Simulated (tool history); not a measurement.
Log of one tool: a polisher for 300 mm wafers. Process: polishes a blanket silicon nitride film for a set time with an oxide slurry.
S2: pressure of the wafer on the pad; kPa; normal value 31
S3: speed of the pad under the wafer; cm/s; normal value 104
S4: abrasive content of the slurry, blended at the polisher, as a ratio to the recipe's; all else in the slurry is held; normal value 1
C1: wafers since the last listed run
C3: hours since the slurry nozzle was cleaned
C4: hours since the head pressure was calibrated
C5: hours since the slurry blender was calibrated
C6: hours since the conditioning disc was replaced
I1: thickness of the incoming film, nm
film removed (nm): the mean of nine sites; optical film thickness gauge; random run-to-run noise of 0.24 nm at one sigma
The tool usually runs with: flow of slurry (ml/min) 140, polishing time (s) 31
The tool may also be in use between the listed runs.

{"run": 1, "hour": 0.0, "flow of slurry (ml/min)": 140, "S2": 31, "S3": 104, "S4": 1, "polishing time (s)": 38, "C1": 0, "wafers polished on this pad": 1129, "C3": 178.1, "C4": 610.3, "C5": 318.7, "C6": 132.4, "I1": 485.8, "film removed (nm)": 24.5}
{"run": 2, "hour": 64.4, "flow of slurry (ml/min)": 140, "S2": 31, "S3": 104, "S4": 1.15, "polishing time (s)": 31, "C1": 379, "wafers polished on this pad": 1509, "C3": 242.5, "C4": 674.7, "C5": 383.1, "C6": 196.8, "I1": 497.3, "film removed (nm)": 21.1}
{"run": 3, "hour": 123.2, "flow of slurry (ml/min)": 140, "S2": 31, "S3": 104, "S4": 1.15, "polishing time (s)": 31, "C1": 346, "wafers polished on this pad": 1856, "C3": 301.3, "C4": 733.5, "C5": 441.9, "C6": 255.6, "I1": 495.4, "film removed (nm)": 21.3}
{"run": 4, "hour": 173.8, "flow of slurry (ml/min)": 140, "S2": 31, "S3": 104, "S4": 1, "polishing time (s)": 31, "C1": 298, "wafers polished on this pad": 2154, "C3": 351.9, "C4": 784.1, "C5": 492.5, "C6": 306.2, "I1": 490, "film removed (nm)": 19}
{"hour": 190.1, "done": "slurry blender recalibrated"}
{"hour": 221.5, "done": "head pressure recalibrated"}
{"run": 5, "hour": 225.3, "flow of slurry (ml/min)": 140, "S2": 31, "S3": 104, "S4": 1, "polishing time (s)": 31, "C1": 280, "wafers polished on this pad": 2434, "C3": 403.4, "C4": 3.8, "C5": 35.2, "C6": 357.7, "I1": 481.8, "film removed (nm)": 19.3}
{"hour": 267.9, "done": "slurry nozzle cleaned"}
{"hour": 279.7, "done": "conditioning disc replaced and pad reconditioned"}
{"run": 6, "hour": 287.4, "flow of slurry (ml/min)": 140, "S2": 25.5, "S3": 104, "S4": 0.9, "polishing time (s)": 31, "C1": 348, "wafers polished on this pad": 2783, "C3": 19.5, "C4": 65.9, "C5": 97.3, "C6": 7.7, "I1": 492.6, "film removed (nm)": 16.4}
{"hour": 324.8, "done": "worn pad replaced by a new one"}
{"run": 7, "hour": 325.3, "flow of slurry (ml/min)": 140, "S2": 31, "S3": 104, "S4": 0.85, "polishing time (s)": 31, "C1": 199, "wafers polished on this pad": 2, "C3": 57.4, "C4": 103.8, "C5": 135.2, "C6": 45.6, "I1": 491.8, "film removed (nm)": 18.8}
{"run": 8, "hour": 388.7, "flow of slurry (ml/min)": 175, "S2": 31, "S3": 126, "S4": 0.9, "polishing time (s)": 31, "C1": 373, "wafers polished on this pad": 376, "C3": 120.8, "C4": 167.2, "C5": 198.6, "C6": 109, "I1": 497.2, "film removed (nm)": 23.3}
{"run": 9, "hour": 460.5, "flow of slurry (ml/min)": 140, "S2": 38.6, "S3": 134, "S4": 1, "polishing time (s)": 31, "C1": 423, "wafers polished on this pad": 800, "C3": 192.6, "C4": 239, "C5": 270.4, "C6": 180.8, "I1": 493.5, "film removed (nm)": 30}
{"run": 10, "hour": 503.7, "flow of slurry (ml/min)": 175, "S2": 31, "S3": 104, "S4": 1, "polishing time (s)": 31, "C1": 254, "wafers polished on this pad": 1055, "C3": 235.8, "C4": 282.2, "C5": 313.6, "C6": 224, "I1": 496.6, "film removed (nm)": 20.3}
{"run": 11, "hour": 544.0, "flow of slurry (ml/min)": 175, "S2": 31, "S3": 126, "S4": 0.9, "polishing time (s)": 31, "C1": 237, "wafers polished on this pad": 1292, "C3": 276.1, "C4": 322.5, "C5": 353.9, "C6": 264.3, "I1": 490.7, "film removed (nm)": 22.2}
{"run": 12, "hour": 570.7, "flow of slurry (ml/min)": 140, "S2": 40, "S3": 92, "S4": 1, "polishing time (s)": 31, "C1": 157, "wafers polished on this pad": 1450, "C3": 302.8, "C4": 349.2, "C5": 380.6, "C6": 291, "I1": 487, "film removed (nm)": 22.1}
{"hour": 606.9, "done": "slurry blender recalibrated"}
{"run": 13, "hour": 621.7, "flow of slurry (ml/min)": 175, "S2": 31, "S3": 104, "S4": 1, "polishing time (s)": 31, "C1": 288, "wafers polished on this pad": 1739, "C3": 353.8, "C4": 400.2, "C5": 14.8, "C6": 342, "I1": 494.4, "film removed (nm)": 19.5}
{"run": 14, "hour": 672.0, "flow of slurry (ml/min)": 140, "S2": 31, "S3": 104, "S4": 1, "polishing time (s)": 31, "C1": 296, "wafers polished on this pad": 2035, "C3": 404.1, "C4": 450.5, "C5": 65.1, "C6": 392.3, "I1": 496, "film removed (nm)": 18.4}
{"hour": 702.3, "done": "conditioning disc replaced and pad reconditioned"}
{"run": 15, "hour": 704.3, "flow of slurry (ml/min)": 140, "S2": 31, "S3": 124, "S4": 1, "polishing time (s)": 31, "C1": 178, "wafers polished on this pad": 2214, "C3": 436.4, "C4": 482.8, "C5": 97.4, "C6": 2, "I1": 491.3, "film removed (nm)": 22.9}
{"run": 16, "hour": 750.1, "flow of slurry (ml/min)": 140, "S2": 31, "S3": 104, "S4": 1, "polishing time (s)": 31, "C1": 270, "wafers polished on this pad": 2484, "C3": 482.2, "C4": 528.6, "C5": 143.2, "C6": 47.8, "I1": 485.3, "film removed (nm)": 20.2}
{"hour": 766.2, "done": "worn pad replaced by a new one"}
{"hour": 784.6, "done": "slurry nozzle cleaned"}
{"run": 17, "hour": 813.2, "flow of slurry (ml/min)": 140, "S2": 24.8, "S3": 90, "S4": 0.8, "polishing time (s)": 36, "C1": 342, "wafers polished on this pad": 271, "C3": 28.6, "C4": 591.7, "C5": 206.3, "C6": 110.9, "I1": 491.2, "film removed (nm)": 15.2}
{"run": 18, "hour": 879.7, "flow of slurry (ml/min)": 140, "S2": 31, "S3": 104, "S4": 1, "polishing time (s)": 31, "C1": 392, "wafers polished on this pad": 663, "C3": 95.1, "C4": 658.2, "C5": 272.8, "C6": 177.4, "I1": 481.6, "film removed (nm)": 19.8}
{"run": 19, "hour": 948.1, "flow of slurry (ml/min)": 100, "S2": 31, "S3": 92, "S4": 1, "polishing time (s)": 31, "C1": 403, "wafers polished on this pad": 1066, "C3": 163.5, "C4": 726.6, "C5": 341.2, "C6": 245.8, "I1": 493.2, "film removed (nm)": 16}
{"run": 20, "hour": 1013.1, "flow of slurry (ml/min)": 140, "S2": 31, "S3": 104, "S4": 1.3, "polishing time (s)": 31, "C1": 383, "wafers polished on this pad": 1450, "C3": 228.5, "C4": 791.6, "C5": 406.2, "C6": 310.8, "I1": 484.2, "film removed (nm)": 21.3}
{"run": 21, "hour": 1082.4, "flow of slurry (ml/min)": 140, "S2": 31, "S3": 104, "S4": 1, "polishing time (s)": 36, "C1": 408, "wafers polished on this pad": 1858, "C3": 297.8, "C4": 860.9, "C5": 475.5, "C6": 380.1, "I1": 485.6, "film removed (nm)": 21.3}
{"hour": 1109.2, "done": "conditioning disc replaced and pad reconditioned"}
{"run": 22, "hour": 1115.4, "flow of slurry (ml/min)": 170, "S2": 26.2, "S3": 104, "S4": 1, "polishing time (s)": 31, "C1": 182, "wafers polished on this pad": 2041, "C3": 330.8, "C4": 893.9, "C5": 508.5, "C6": 6.2, "I1": 487.2, "film removed (nm)": 17.7}
{"hour": 1118.3, "done": "slurry blender recalibrated"}
{"hour": 1162.1, "done": "worn pad replaced by a new one"}
{"run": 23, "hour": 1170.1, "flow of slurry (ml/min)": 100, "S2": 31, "S3": 104, "S4": 1, "polishing time (s)": 31, "C1": 287, "wafers polished on this pad": 47, "C3": 385.5, "C4": 948.6, "C5": 51.8, "C6": 60.9, "I1": 489.3, "film removed (nm)": 18.9}
{"run": 24, "hour": 1224.3, "flow of slurry (ml/min)": 140, "S2": 31, "S3": 104, "S4": 1.25, "polishing time (s)": 31, "C1": 319, "wafers polished on this pad": 366, "C3": 439.7, "C4": 1002.8, "C5": 106, "C6": 115.1, "I1": 492.3, "film removed (nm)": 22.4}
{"hour": 1257.1, "done": "slurry nozzle cleaned"}
{"run": 25, "hour": 1280.0, "flow of slurry (ml/min)": 140, "S2": 31, "S3": 104, "S4": 1, "polishing time (s)": 31, "C1": 322, "wafers polished on this pad": 689, "C3": 22.9, "C4": 1058.5, "C5": 161.7, "C6": 170.8, "I1": 491.7, "film removed (nm)": 19.7}

Each row is a separate what-if for the run after 25, all from the same tool condition, not one after another. Results?
{"run": "A", "hour": 1280.4, "flow of slurry (ml/min)": 140, "S2": 31, "S3": 104, "S4": 1, "polishing time (s)": 31, "C1": 2, "wafers polished on this pad": 691, "C3": 23.3, "C4": 1058.9, "C5": 162.1, "C6": 171.2, "I1": 482.8, "film removed (nm)": "?"}
{"run": "B", "hour": 1280.4, "flow of slurry (ml/min)": 140, "S2": 22.1, "S3": 104, "S4": 1, "polishing time (s)": 31, "C1": 2, "wafers polished on this pad": 691, "C3": 23.3, "C4": 1058.9, "C5": 162.1, "C6": 171.2, "I1": 482.8, "film removed (nm)": "?"}
{"run": "C", "hour": 1280.4, "flow of slurry (ml/min)": 115, "S2": 23.4, "S3": 118, "S4": 1, "polishing time (s)": 23, "C1": 2, "wafers polished on this pad": 691, "C3": 23.3, "C4": 1058.9, "C5": 162.1, "C6": 171.2, "I1": 482.8, "film removed (nm)": "?"}
{"run": "D", "hour": 1280.4, "flow of slurry (ml/min)": 165, "S2": 26.2, "S3": 78, "S4": 1, "polishing time (s)": 23, "C1": 2, "wafers polished on this pad": 691, "C3": 23.3, "C4": 1058.9, "C5": 162.1, "C6": 171.2, "I1": 482.8, "film removed (nm)": "?"}

run=A film_removed_(nm)=20
run=B film_removed_(nm)=14.4
run=C film_removed_(nm)=11.9
run=D film_removed_(nm)=10.4
Take away the tool's hidden state, keep each run's random variation, and the runs would have read:
run=A film_removed_(nm)=20.8
run=B film_removed_(nm)=14.8
run=C film_removed_(nm)=12.4
run=D film_removed_(nm)=10.7
